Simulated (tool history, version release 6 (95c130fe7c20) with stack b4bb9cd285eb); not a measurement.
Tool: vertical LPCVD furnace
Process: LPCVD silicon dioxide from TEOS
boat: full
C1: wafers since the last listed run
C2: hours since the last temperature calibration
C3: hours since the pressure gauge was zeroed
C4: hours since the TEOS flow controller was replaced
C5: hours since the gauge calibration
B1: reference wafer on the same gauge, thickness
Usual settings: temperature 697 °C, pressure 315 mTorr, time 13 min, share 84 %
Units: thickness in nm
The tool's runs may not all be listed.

Run 1, hour 0: usual settings but temperature 704 °C; C1 0; C2 1729.9; C3 4069.8; C4 2874.3; C5 23.5; B1 88.89. Result: thickness 116.88 nm.
Run 2, hour 10.8: usual settings but temperature 704 °C; C1 218; C2 1740.7; C3 4080.6; C4 2885.1; C5 34.3; B1 88.91. Result: thickness 117.35 nm.
Run 3, hour 23.1: usual settings but pressure 280 mTorr; C1 249; C2 1753; C3 4092.9; C4 2897.4; C5 46.6; B1 88.81. Result: thickness 94.57 nm.
Run 4, hour 39.1: usual settings but pressure 280 mTorr; C1 324; C2 1769; C3 4108.9; C4 2913.4; C5 62.6; B1 88.99. Result: thickness 94.37 nm.
At hour 68.9: thermocouples replaced and temperature profile calibrated.
Run 5, hour 69.4: usual settings but pressure 280 mTorr; C1 127; C2 0.5; C3 4139.2; C4 2943.7; C5 92.9; B1 88.93. Result: thickness 86.27 nm.
Run 6, hour 73.4: usual settings; C1 81; C2 4.5; C3 4143.2; C4 2947.7; C5 96.9; B1 88.93. Result: thickness 91.63 nm.
Run 7, hour 77.4: usual settings; C1 81; C2 8.5; C3 4147.2; C4 2951.7; C5 100.9; B1 88.86. Result: thickness 91.65 nm.
At hour 103.3: TEOS flow controller replaced.
Run 8, hour 103.8: usual settings; C1 48; C2 34.9; C3 4173.6; C4 0.5; C5 127.3; B1 88.95. Result: thickness 91.62 nm.
Run 9, hour 107.8: usual settings but temperature 705 °C, share 73 %; C1 81; C2 38.9; C3 4177.6; C4 4.5; C5 131.3; B1 88.85. Result: thickness 102.54 nm.
At hour 114: gauge calibrated.
Run 10, hour 115: usual settings but share 90 %; C1 145; C2 46.1; C3 4184.8; C4 11.7; C5 1; B1 88.86. Result: thickness 94.97 nm.
Run 11, hour 122.6: usual settings but pressure 270 mTorr, time 10.5 min, share 78 %; C1 154; C2 53.7; C3 4192.4; C4 19.3; C5 8.6; B1 88.85. Result: thickness 66.27 nm.
Run 12, hour 135.9: usual settings; C1 269; C2 67; C3 4205.7; C4 32.6; C5 21.9; B1 88.92. Result: thickness 91.24 nm.
At hour 169.9: pressure gauge zeroed.
Run 13, hour 170.4: usual settings but pressure 385 mTorr; C1 212; C2 101.5; C3 0.5; C4 67.1; C5 56.4; B1 88.88. Result: thickness 101.41 nm.
Run 14, hour 174.5: usual settings but time 11.5 min; C1 83; C2 105.6; C3 4.6; C4 71.2; C5 60.5; B1 88.94. Result: thickness 81.18 nm.
Run 15, hour 181.6: usual settings; C1 143; C2 112.7; C3 11.7; C4 78.3; C5 67.6; B1 88.95. Result: thickness 91.83 nm.
Run 16, hour 190: usual settings but pressure 250 mTorr; C1 170; C2 121.1; C3 20.1; C4 86.7; C5 76; B1 88.92. Result: thickness 81.53 nm.
Run 17, hour 205.5: usual settings but pressure 255 mTorr, share 71 %; C1 314; C2 136.6; C3 35.6; C4 102.2; C5 91.5; B1 88.9. Result: thickness 75.8 nm.
Run 18, hour 213.6: usual settings; C1 164; C2 144.7; C3 43.7; C4 110.3; C5 99.6; B1 88.96. Result: thickness 91.53 nm.
Run 19, hour 222.2: usual settings but temperature 694 °C, pressure 290 mTorr, time 15.5 min, share 97 %; C1 174; C2 153.3; C3 52.3; C4 118.9; C5 108.2; B1 88.92. Result: thickness 104.62 nm.

Forecast each of these 4 alternatives for the next run:
Run A, hour 226.3: usual settings but pressure 260 mTorr; C1 83; C2 157.4; C3 56.4; C4 123; C5 112.3; B1 ?. Result: thickness ?.
Run B, hour 226.3: usual settings but share 89 %; C1 83; C2 157.4; C3 56.4; C4 123; C5 112.3; B1 ?. Result: thickness ?.
Run C, hour 226.3: usual settings but temperature 686 °C, pressure 380 mTorr, time 9.5 min, share 96 %; C1 83; C2 157.4; C3 56.4; C4 123; C5 112.3; B1 ?. Result: thickness ?.
Run D, hour 226.3: usual settings but temperature 687 °C; C1 83; C2 157.4; C3 56.4; C4 123; C5 112.3; B1 ?. Result: thickness ?.

run    B1  thickness
  A  88.9      83.55
  B  88.9      94.66
  C  88.9      60.82
  D  88.9       72.6
Without the tool's hidden state the same runs would have given:
run  thickness
  A      83.33
  B      94.41
  C      60.66
  D      72.41

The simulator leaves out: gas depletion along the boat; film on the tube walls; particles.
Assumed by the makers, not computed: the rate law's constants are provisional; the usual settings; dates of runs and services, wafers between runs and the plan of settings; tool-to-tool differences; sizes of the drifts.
